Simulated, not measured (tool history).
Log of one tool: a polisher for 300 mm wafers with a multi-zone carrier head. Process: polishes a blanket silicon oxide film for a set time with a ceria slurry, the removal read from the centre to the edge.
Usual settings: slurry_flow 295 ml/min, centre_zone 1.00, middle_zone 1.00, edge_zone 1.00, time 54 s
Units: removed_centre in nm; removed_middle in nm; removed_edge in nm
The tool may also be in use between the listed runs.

| run | hour | slurry_flow | centre_zone | middle_zone | edge_zone | time | wafers since the last listed run | wafers polished on this pad | hours since the slurry nozzle was cleaned | hours since the centre zone pressure was calibrated | hours since the edge zone pressure was calibrated | hours since the carrier head's membrane was replaced | incoming thickness of the incoming film, nm | removed_centre | removed_middle | removed_edge |
|---|---|---|---|---|---|---|---|---|---|---|---|---|---|---|---|---|
| 1 | 0.0 | 295 | 1.00 | 1.00 | 1.00 | 68 | 0 | 1549 | 883.6 | 37.1 | 790.0 | 321.8 | 1865.5 | 355.1 | 357.1 | 358.8 |
| 2 | 45.0 | 295 | 1.00 | 1.00 | 1.00 | 68 | 414 | 1964 | 928.6 | 82.1 | 835.0 | 366.8 | 1913.1 | 351.4 | 357.6 | 340.5 |
|  | 63.4 | slurry nozzle cleaned |
| 3 | 98.0 | 295 | 1.00 | 1.00 | 1.00 | 68 | 479 | 2444 | 34.6 | 135.1 | 888.0 | 419.8 | 1848.5 | 363.7 | 362.2 | 352.9 |
|  | 143.8 | worn pad replaced by a new one, of another model than before |
| 4 | 144.6 | 295 | 1.00 | 1.00 | 0.92 | 54 | 392 | 7 | 81.2 | 181.7 | 934.6 | 466.4 | 1883.7 | 284.1 | 288.6 | 274.5 |
| 5 | 203.8 | 295 | 1.00 | 1.00 | 1.00 | 54 | 545 | 553 | 140.4 | 240.9 | 993.8 | 525.6 | 1867.2 | 276.0 | 291.7 | 274.6 |
|  | 229.1 | carrier head's membrane replaced by a new one |
| 6 | 229.6 | 295 | 1.00 | 1.00 | 0.92 | 54 | 191 | 745 | 166.2 | 266.7 | 1019.6 | 0.5 | 1891.0 | 288.4 | 281.2 | 273.3 |
| 7 | 300.9 | 295 | 0.93 | 1.00 | 1.00 | 39 | 657 | 1402 | 237.5 | 338.0 | 1090.9 | 71.8 | 1875.1 | 190.5 | 203.9 | 206.7 |
| 8 | 359.0 | 200 | 0.91 | 1.00 | 1.00 | 54 | 535 | 1938 | 295.6 | 396.1 | 1149.0 | 129.9 | 1863.0 | 253.0 | 286.3 | 277.9 |
| 9 | 401.2 | 225 | 1.00 | 1.00 | 1.12 | 54 | 389 | 2327 | 337.8 | 438.3 | 1191.2 | 172.1 | 1855.7 | 290.7 | 281.4 | 289.5 |
|  | 435.5 | worn pad replaced by a new one |
|  | 437.2 | edge zone pressure recalibrated |
| 10 | 437.7 | 200 | 0.89 | 1.09 | 0.90 | 54 | 283 | 4 | 374.3 | 474.8 | 0.5 | 208.6 | 1854.1 | 261.0 | 298.4 | 266.6 |
| 11 | 473.2 | 390 | 0.94 | 1.05 | 1.04 | 54 | 327 | 331 | 409.8 | 510.3 | 36.0 | 244.1 | 1908.1 | 279.3 | 296.5 | 284.8 |
| 12 | 527.3 | 385 | 1.12 | 1.00 | 1.00 | 62 | 498 | 830 | 463.9 | 564.4 | 90.1 | 298.2 | 1882.4 | 379.6 | 335.6 | 330.0 |
| 13 | 594.6 | 295 | 0.95 | 1.11 | 1.00 | 62 | 620 | 1450 | 531.2 | 631.7 | 157.4 | 365.5 | 1871.1 | 331.7 | 365.7 | 316.4 |
| 14 | 636.3 | 360 | 1.07 | 0.96 | 1.00 | 38 | 384 | 1835 | 572.9 | 673.4 | 199.1 | 407.2 | 1894.0 | 227.6 | 194.4 | 198.5 |
| 15 | 666.1 | 295 | 1.00 | 1.00 | 0.89 | 54 | 274 | 2109 | 602.7 | 703.2 | 228.9 | 437.0 | 1890.7 | 301.1 | 283.5 | 262.8 |
| 16 | 714.1 | 295 | 1.06 | 0.91 | 1.05 | 47 | 442 | 2552 | 650.7 | 751.2 | 276.9 | 485.0 | 1866.1 | 269.4 | 230.7 | 251.4 |
|  | 718.7 | worn pad replaced by a new one |
| 17 | 747.8 | 385 | 1.00 | 1.04 | 1.00 | 54 | 273 | 268 | 684.4 | 784.9 | 310.6 | 518.7 | 1861.6 | 310.2 | 295.4 | 281.6 |
| 18 | 801.9 | 295 | 1.00 | 1.09 | 1.00 | 54 | 498 | 766 | 738.5 | 839.0 | 364.7 | 572.8 | 1848.8 | 305.9 | 307.5 | 279.8 |
|  | 811.0 | carrier head's membrane replaced by a new one |
| 19 | 845.4 | 225 | 1.00 | 1.00 | 1.12 | 54 | 354 | 1121 | 782.0 | 882.5 | 408.2 | 34.4 | 1901.6 | 304.0 | 287.1 | 299.0 |
| 20 | 881.0 | 225 | 1.00 | 1.00 | 1.12 | 54 | 328 | 1450 | 817.6 | 918.1 | 443.8 | 70.0 | 1860.3 | 304.1 | 289.2 | 291.5 |
| 21 | 907.8 | 295 | 0.97 | 0.91 | 0.88 | 54 | 247 | 1697 | 844.4 | 944.9 | 470.6 | 96.8 | 1853.4 | 291.5 | 261.3 | 261.8 |

Forecast each of these 5 alternatives for the next run:
| A | 908.2 | 400 | 1.00 | 1.00 | 1.00 | 54 | 3 | 1700 | 844.8 | 945.3 | 471.0 | 97.2 | 1877.6 | ? | ? | ? |
| B | 908.2 | 295 | 0.95 | 0.93 | 1.00 | 70 | 3 | 1700 | 844.8 | 945.3 | 471.0 | 97.2 | 1877.6 | ? | ? | ? |
| C | 908.2 | 345 | 1.00 | 1.00 | 1.00 | 54 | 3 | 1700 | 844.8 | 945.3 | 471.0 | 97.2 | 1877.6 | ? | ? | ? |
| D | 908.2 | 225 | 1.00 | 1.00 | 0.93 | 41 | 3 | 1700 | 844.8 | 945.3 | 471.0 | 97.2 | 1877.6 | ? | ? | ? |
| E | 908.2 | 385 | 1.04 | 1.00 | 1.05 | 67 | 3 | 1700 | 844.8 | 945.3 | 471.0 | 97.2 | 1877.6 | ? | ? | ? |

| run | removed_centre | removed_middle | removed_edge |
|---|---|---|---|
| A | 307.9 | 290.4 | 280.1 |
| B | 373.2 | 349.5 | 359.6 |
| C | 305.6 | 288.5 | 278.7 |
| D | 227.2 | 214.9 | 201.5 |
| E | 396.5 | 359.6 | 355.5 |
Without the tool's hidden state the same runs would have given:
| run | removed_centre | removed_middle | removed_edge |
|---|---|---|---|
| A | 281.4 | 290.6 | 280.1 |
| B | 341.0 | 349.6 | 359.6 |
| C | 279.3 | 288.6 | 278.7 |
| D | 207.7 | 215.0 | 201.5 |
| E | 362.5 | 359.8 | 355.5 |
